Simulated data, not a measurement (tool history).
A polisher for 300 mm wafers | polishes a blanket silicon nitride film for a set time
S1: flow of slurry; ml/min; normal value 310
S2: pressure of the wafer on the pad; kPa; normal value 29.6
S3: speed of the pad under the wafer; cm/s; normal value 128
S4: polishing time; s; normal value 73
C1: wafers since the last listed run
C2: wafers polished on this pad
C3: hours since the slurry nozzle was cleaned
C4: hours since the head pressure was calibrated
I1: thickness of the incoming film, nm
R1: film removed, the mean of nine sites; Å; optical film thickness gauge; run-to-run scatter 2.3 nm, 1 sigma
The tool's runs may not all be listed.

run	hour	S1	S2	S3	S4	C1	C2	C3	C4	I1	R1
1	0	310	29.6	128	73	0	63	59.7	1177	954.6	1713
2	11.1	310	29.6	128	73	83	146	70.8	1188.1	940.9	1637
3	19.1	310	29.6	128	73	60	206	78.8	1196.1	943.2	1604
4	26.7	310	29.6	128	73	57	263	86.4	1203.7	957.8	1558
5	33.6	310	29.6	128	73	51	315	93.3	1210.6	970.3	1564
6	42.3	310	29.6	128	73	65	381	102	1219.3	936.7	1525
7	49.6	310	29.6	128	73	54	435	109.3	1226.6	949.4	1589
8	58.6	310	29.6	128	73	67	503	118.3	1235.6	956.4	1553
9	72.1	310	29.6	128	73	101	604	131.8	1249.1	941.4	1547
10	79.6	275	29.6	128	62	56	661	139.3	1256.6	949.1	1247
11	94	275	29.6	128	62	108	769	153.7	1271	954	1284
12	126.5	310	29.6	148	73	244	1013	186.2	1303.5	952.2	1686
# hour 137.2: worn pad replaced by a new one
13	143.6	310	29.6	128	67	98	48	203.3	1320.6	969.4	1569
14	151.8	310	29.6	128	67	61	109	211.5	1328.8	936.1	1499
15	159.2	310	29.6	128	73	55	165	218.9	1336.2	950	1672
16	169.5	245	29.6	128	73	77	242	229.2	1346.5	936.5	1569
17	186	360	20	128	88	123	366	245.7	1363	938.8	1531
18	199.3	310	29.6	128	73	99	466	259	1376.3	962.1	1578
# hour 204.1: head pressure recalibrated
19	216.9	310	29.6	128	73	117	583	276.6	12.8	940.2	1504
20	223.3	250	20	154	48	48	631	283	19.2	938.4	911
# hour 276.1: worn pad replaced by a new one
21	276.6	310	22.1	96	73	370	3	336.3	72.5	936.4	1168
22	288.7	255	21.4	144	51	90	94	348.4	84.6	951.4	1020
23	331.1	310	29.6	158	73	318	413	390.8	127	957.7	1869
# hour 336.2: slurry nozzle cleaned
24	342.3	310	29.6	128	73	76	489	6.1	138.2	954.5	1559
25	357.1	310	20	104	73	111	601	20.9	153	931.3	1062
26	366.5	275	29.6	128	62	70	671	30.3	162.4	949.3	1296
27	372.5	310	29.6	128	73	45	716	36.3	168.4	942.3	1494
28	384.1	310	29.6	128	73	87	803	47.9	180	944.1	1530
29	401.5	270	29.6	104	73	130	934	65.3	197.4	947.5	1255
30	408.1	310	29.6	106	73	49	984	71.9	204	933.3	1307
31	416.8	200	38.6	128	73	65	1049	80.6	212.7	959.9	1704
# hour 426.8: worn pad replaced by a new one
32	430.8	210	29.6	112	87	75	30	94.6	226.7	951.5	1743
33	442	255	29.6	128	99	84	114	105.8	237.9	945.1	2212
34	455.3	260	29.6	128	73	99	214	119.1	251.2	937.9	1569
35	465.2	380	19.3	128	73	74	288	129	261.1	941.9	1270
36	482.1	310	23.4	112	63	126	415	145.9	278	937.7	1036
37	490.7	415	37.2	106	62	64	480	154.5	286.6	958.7	1352
38	504.2	310	34.5	128	73	101	581	168	300.1	954.5	1671

Entry by entry between the runs, the difference in hidden state between the last listed run before and the first listed run after:
Logged between run 12 and run 13: worn pad replaced by a new one (hour 137.2)
  removal rate lost through wear of the pad, %: 14 -> 2.09
  difference, measured minus the result without the unlogged condition, R1: -276 -> -33 Å
Logged between run 18 and run 19: head pressure recalibrated (hour 204.1)
  removal rate lost through wear of the pad, %: 9.85 -> 10.9
  difference, measured minus the result without the unlogged condition, R1: -173 -> -184 Å
Logged between run 20 and run 21: worn pad replaced by a new one (hour 276.1)
  removal rate lost through wear of the pad, %: 11.2 -> 0.995
  difference, measured minus the result without the unlogged condition, R1: -115 -> -11 Å
Logged between run 23 and run 24: slurry nozzle cleaned (hour 336.2)
  removal rate lost through wear of the pad, %: 9.74 -> 10.6
  difference, measured minus the result without the unlogged condition, R1: -202 -> -185 Å
Logged between run 31 and run 32: worn pad replaced by a new one (hour 426.8)
  removal rate lost through wear of the pad, %: 12.9 -> 1.98
  difference, measured minus the result without the unlogged condition, R1: -253 -> -36 Å
